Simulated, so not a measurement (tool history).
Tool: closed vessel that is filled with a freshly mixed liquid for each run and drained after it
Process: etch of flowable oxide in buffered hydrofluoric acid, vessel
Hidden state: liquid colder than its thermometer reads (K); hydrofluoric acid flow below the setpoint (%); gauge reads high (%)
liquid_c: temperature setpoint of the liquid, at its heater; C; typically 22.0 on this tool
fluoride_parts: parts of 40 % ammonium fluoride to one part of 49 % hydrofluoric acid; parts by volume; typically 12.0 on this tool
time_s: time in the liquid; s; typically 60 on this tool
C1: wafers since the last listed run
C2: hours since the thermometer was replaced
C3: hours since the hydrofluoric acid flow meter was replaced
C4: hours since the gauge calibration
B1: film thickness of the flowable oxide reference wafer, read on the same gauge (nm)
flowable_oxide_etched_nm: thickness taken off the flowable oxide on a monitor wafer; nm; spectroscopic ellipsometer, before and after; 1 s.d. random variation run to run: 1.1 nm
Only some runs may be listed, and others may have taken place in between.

Run 1, hour 0.0: usual settings but liquid_c 26.0 C; C1 0; C2 1535.6; C3 375.8; C4 151.5; B1 149.98. Result: flowable_oxide_etched_nm 318.04 nm.
Run 2, hour 64.2: usual settings but liquid_c 26.0 C; C1 4076; C2 1599.8; C3 440.0; C4 215.7; B1 150.01. Result: flowable_oxide_etched_nm 319.91 nm.
Run 3, hour 91.0: usual settings; C1 1701; C2 1626.6; C3 466.8; C4 242.5; B1 149.95. Result: flowable_oxide_etched_nm 255.16 nm.
Run 4, hour 150.6: usual settings but liquid_c 19.0 C, time_s 30 s; C1 3784; C2 1686.2; C3 526.4; C4 302.1; B1 150.00. Result: flowable_oxide_etched_nm 107.63 nm.
Run 5, hour 207.2: usual settings but liquid_c 19.0 C, time_s 30 s; C1 3594; C2 1742.8; C3 583.0; C4 358.7; B1 149.97. Result: flowable_oxide_etched_nm 107.23 nm.
Run 6, hour 233.6: usual settings but liquid_c 19.0 C, time_s 30 s; C1 1676; C2 1769.2; C3 609.4; C4 385.1; B1 150.05. Result: flowable_oxide_etched_nm 107.91 nm.
Run 7, hour 301.5: usual settings but time_s 45 s; C1 4311; C2 1837.1; C3 677.3; C4 453.0; B1 150.01. Result: flowable_oxide_etched_nm 190.58 nm.
Run 8, hour 331.7: usual settings but time_s 45 s; C1 1917; C2 1867.3; C3 707.5; C4 483.2; B1 150.01. Result: flowable_oxide_etched_nm 190.09 nm.
Run 9, hour 392.5: usual settings but time_s 45 s; C1 3860; C2 1928.1; C3 768.3; C4 544.0; B1 150.02. Result: flowable_oxide_etched_nm 189.32 nm.
Run 10, hour 423.1: usual settings; C1 1943; C2 1958.7; C3 798.9; C4 574.6; B1 149.99. Result: flowable_oxide_etched_nm 252.74 nm.
Run 11, hour 462.3: usual settings; C1 2489; C2 1997.9; C3 838.1; C4 613.8; B1 149.98. Result: flowable_oxide_etched_nm 253.42 nm.
At hour 466.3: thermometer replaced.
Run 12, hour 507.6: usual settings but time_s 35 s; C1 2813; C2 41.3; C3 883.4; C4 659.1; B1 149.96. Result: flowable_oxide_etched_nm 147.52 nm.
Run 13, hour 575.0: usual settings; C1 4279; C2 108.7; C3 950.8; C4 726.5; B1 149.98. Result: flowable_oxide_etched_nm 249.63 nm.
Run 14, hour 624.3: usual settings; C1 3130; C2 158.0; C3 1000.1; C4 775.8; B1 150.00. Result: flowable_oxide_etched_nm 250.95 nm.
Run 15, hour 666.7: usual settings but time_s 75 s; C1 2692; C2 200.4; C3 1042.5; C4 818.2; B1 150.02. Result: flowable_oxide_etched_nm 312.67 nm.
Run 16, hour 708.6: usual settings but liquid_c 24.0 C, fluoride_parts 15.5 parts by volume, time_s 50 s; C1 2660; C2 242.3; C3 1084.4; C4 860.1; B1 149.97. Result: flowable_oxide_etched_nm 180.78 nm.
Run 17, hour 765.3: usual settings; C1 3600; C2 299.0; C3 1141.1; C4 916.8; B1 150.02. Result: flowable_oxide_etched_nm 249.77 nm.
Run 18, hour 808.0: usual settings but fluoride_parts 16.5 parts by volume; C1 2711; C2 341.7; C3 1183.8; C4 959.5; B1 150.02. Result: flowable_oxide_etched_nm 182.30 nm.
Run 19, hour 835.5: usual settings but liquid_c 23.5 C; C1 1746; C2 369.2; C3 1211.3; C4 987.0; B1 150.00. Result: flowable_oxide_etched_nm 269.57 nm.
Run 20, hour 903.4: usual settings but liquid_c 18.0 C, fluoride_parts 10.0 parts by volume; C1 4311; C2 437.1; C3 1279.2; C4 1054.9; B1 150.02. Result: flowable_oxide_etched_nm 237.37 nm.
Run 21, hour 929.3: usual settings but liquid_c 20.5 C, fluoride_parts 9.5 parts by volume, time_s 50 s; C1 1644; C2 463.0; C3 1305.1; C4 1080.8; B1 149.99. Result: flowable_oxide_etched_nm 238.51 nm.
Run 22, hour 968.7: usual settings but time_s 45 s; C1 2501; C2 502.4; C3 1344.5; C4 1120.2; B1 149.98. Result: flowable_oxide_etched_nm 185.72 nm.
Run 23, hour 1024.8: usual settings; C1 3562; C2 558.5; C3 1400.6; C4 1176.3; B1 150.03. Result: flowable_oxide_etched_nm 246.40 nm.
Run 24, hour 1070.4: usual settings; C1 2895; C2 604.1; C3 1446.2; C4 1221.9; B1 150.03. Result: flowable_oxide_etched_nm 247.13 nm.
Run 25, hour 1102.5: usual settings; C1 2038; C2 636.2; C3 1478.3; C4 1254.0; B1 150.02. Result: flowable_oxide_etched_nm 246.19 nm.
At hour 1137.8: hydrofluoric acid flow meter replaced.
Run 26, hour 1141.2: usual settings but liquid_c 19.5 C, time_s 35 s; C1 2393; C2 674.9; C3 3.4; C4 1292.7; B1 150.01. Result: flowable_oxide_etched_nm 132.23 nm.
At hour 1144.0: gauge calibrated.
Run 27, hour 1207.8: usual settings but liquid_c 19.0 C, time_s 30 s; C1 4229; C2 741.5; C3 70.0; C4 63.8; B1 150.04. Result: flowable_oxide_etched_nm 110.39 nm.
Run 28, hour 1272.9: usual settings but fluoride_parts 15.5 parts by volume; C1 4133; C2 806.6; C3 135.1; C4 128.9; B1 149.95. Result: flowable_oxide_etched_nm 202.34 nm.
Run 29, hour 1306.6: usual settings but liquid_c 24.0 C, fluoride_parts 14.5 parts by volume, time_s 40 s; C1 2139; C2 840.3; C3 168.8; C4 162.6; B1 150.03. Result: flowable_oxide_etched_nm 159.25 nm.
Run 30, hour 1341.9: usual settings but liquid_c 19.5 C, fluoride_parts 8.5 parts by volume, time_s 75 s; C1 2241; C2 875.6; C3 204.1; C4 197.9; B1 149.93. Result: flowable_oxide_etched_nm 383.61 nm.
Run 31, hour 1412.3: usual settings but liquid_c 18.5 C, fluoride_parts 16.5 parts by volume, time_s 75 s; C1 4470; C2 946.0; C3 274.5; C4 268.3; B1 150.04. Result: flowable_oxide_etched_nm 192.83 nm.
Run 32, hour 1449.3: usual settings; C1 2349; C2 983.0; C3 311.5; C4 305.3; B1 149.97. Result: flowable_oxide_etched_nm 257.62 nm.
Run 33, hour 1494.6: usual settings but liquid_c 19.0 C, fluoride_parts 16.0 parts by volume, time_s 85 s; C1 2876; C2 1028.3; C3 356.8; C4 350.6; B1 150.01. Result: flowable_oxide_etched_nm 232.13 nm.
Run 34, hour 1560.8: usual settings but time_s 90 s; C1 4203; C2 1094.5; C3 423.0; C4 416.8; B1 150.04. Result: flowable_oxide_etched_nm 385.21 nm.

Same runs, no hidden state in the tool, same run-to-run variation:
run  flowable_oxide_etched_nm
  1                    323.43
  2                    326.13
  3                    260.40
  4                    110.10
  5                    109.93
  6                    110.73
  7                    196.08
  8                    195.81
  9                    195.47
 10                    261.27
 11                    262.39
 12                    153.00
 13                    259.60
 14                    261.48
 15                    326.33
 16                    189.03
 17                    261.70
 18                    191.39
 19                    283.23
 20                    250.01
 21                    247.07
 22                    196.17
 23                    260.86
 24                    262.09
 25                    261.44
 26                    132.53
 27                    110.92
 28                    203.83
 29                    160.62
 30                    387.83
 31                    195.30
 32                    261.25
 33                    235.84
 34                    392.31
